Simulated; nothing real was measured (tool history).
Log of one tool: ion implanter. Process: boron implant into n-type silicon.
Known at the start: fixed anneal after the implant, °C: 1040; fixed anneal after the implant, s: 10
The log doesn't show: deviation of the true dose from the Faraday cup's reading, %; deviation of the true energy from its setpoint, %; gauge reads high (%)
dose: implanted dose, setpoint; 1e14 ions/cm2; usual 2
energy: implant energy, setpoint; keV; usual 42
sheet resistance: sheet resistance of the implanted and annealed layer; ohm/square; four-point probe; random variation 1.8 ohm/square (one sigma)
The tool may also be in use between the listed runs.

| run | hour | dose | energy | wafers since the last listed run | hours since the last dose calibration | hours since the extraction supply was calibrated | hours since the gauge calibration | read-back reference wafer on the same gauge, sheet resistance | sheet resistance |
|---|---|---|---|---|---|---|---|---|---|
| 1 | 0 | 2.15 | 42 | 0 | 519.2 | 2962 | 336.9 | 377.01 | 409.52 |
| 2 | 31.1 | 2.15 | 42 | 723 | 550.3 | 2993.1 | 368 | 376.9 | 411.12 |
| 3 | 45.4 | 2.15 | 42 | 332 | 564.6 | 3007.4 | 382.3 | 377.37 | 411.58 |
| 4 | 71.6 | 1.88 | 46.5 | 609 | 590.8 | 3033.6 | 408.5 | 376.92 | 445.86 |
| 5 | 102.2 | 2.41 | 45.5 | 711 | 621.4 | 3064.2 | 439.1 | 377.14 | 373.67 |
| 6 | 115.2 | 2 | 42 | 302 | 634.4 | 3077.2 | 452.1 | 376.65 | 438.35 |
| 7 | 138.2 | 2 | 42 | 534 | 657.4 | 3100.2 | 475.1 | 376.82 | 436.78 |
| 8 | 166.5 | 2 | 42 | 658 | 685.7 | 3128.5 | 503.4 | 377.05 | 435.51 |
| 9 | 199.4 | 2.24 | 34 | 765 | 718.6 | 3161.4 | 536.3 | 376.88 | 413.77 |
| 10 | 213.2 | 2.24 | 34 | 320 | 732.4 | 3175.2 | 550.1 | 377.26 | 412.32 |
| 11 | 247.2 | 2.24 | 34 | 790 | 766.4 | 3209.2 | 584.1 | 377.36 | 408.99 |
|  | 281 | gauge calibrated |
| 12 | 282.5 | 1.5 | 29.5 | 820 | 801.7 | 3244.5 | 1.5 | 377.06 | 574.1 |
| 13 | 304 | 2 | 55.5 | 500 | 823.2 | 3266 | 23 | 377.05 | 420.03 |
| 14 | 318.2 | 2.16 | 34.5 | 330 | 837.4 | 3280.2 | 37.2 | 376.92 | 426.39 |
| 15 | 344.2 | 1.66 | 54 | 604 | 863.4 | 3306.2 | 63.2 | 376.92 | 485.61 |
| 16 | 373 | 2 | 42 | 669 | 892.2 | 3335 | 92 | 376.99 | 440.5 |
|  | 439.9 | Faraday cup replaced and dose calibrated |
|  | 446.9 | extraction supply calibrated |
| 17 | 452.9 | 1.8 | 53 | 1509 | 13 | 6 | 171.9 | 377.41 | 437.51 |
| 18 | 488.6 | 2.17 | 33.5 | 830 | 48.7 | 41.7 | 207.6 | 377.26 | 405.45 |
| 19 | 503.9 | 2.58 | 42 | 355 | 64 | 57 | 222.9 | 377.37 | 345.94 |
| 20 | 530.5 | 2 | 42 | 618 | 90.6 | 83.6 | 249.5 | 377.04 | 425.24 |
| 21 | 543 | 2 | 42 | 290 | 103.1 | 96.1 | 262 | 376.79 | 422.74 |
| 22 | 645.8 | 1.57 | 36.5 | 2390 | 205.9 | 198.9 | 364.8 | 377.17 | 521.88 |

5 ways to go on from here, each from the tool as it stands after run 22. What would each give?
| A | 646.2 | 2 | 42 | 9 | 206.3 | 199.3 | 365.2 | ? | ? |
| B | 646.2 | 2.39 | 37.5 | 9 | 206.3 | 199.3 | 365.2 | ? | ? |
| C | 646.2 | 1.67 | 30 | 9 | 206.3 | 199.3 | 365.2 | ? | ? |
| D | 646.2 | 1.8 | 32 | 9 | 206.3 | 199.3 | 365.2 | ? | ? |
| E | 646.2 | 1.43 | 52 | 9 | 206.3 | 199.3 | 365.2 | ? | ? |

| run | read-back reference wafer on the same gauge, sheet resistance | sheet resistance |
|---|---|---|
| A | 376.79 | 427.45 |
| B | 376.79 | 378.13 |
| C | 376.79 | 514.6 |
| D | 376.79 | 481.19 |
| E | 376.79 | 529.66 |
Without the tool's hidden state the same runs would have given:
| run | sheet resistance |
|---|---|
| A | 424.79 |
| B | 375.7 |
| C | 511.34 |
| D | 478.15 |
| E | 526.55 |
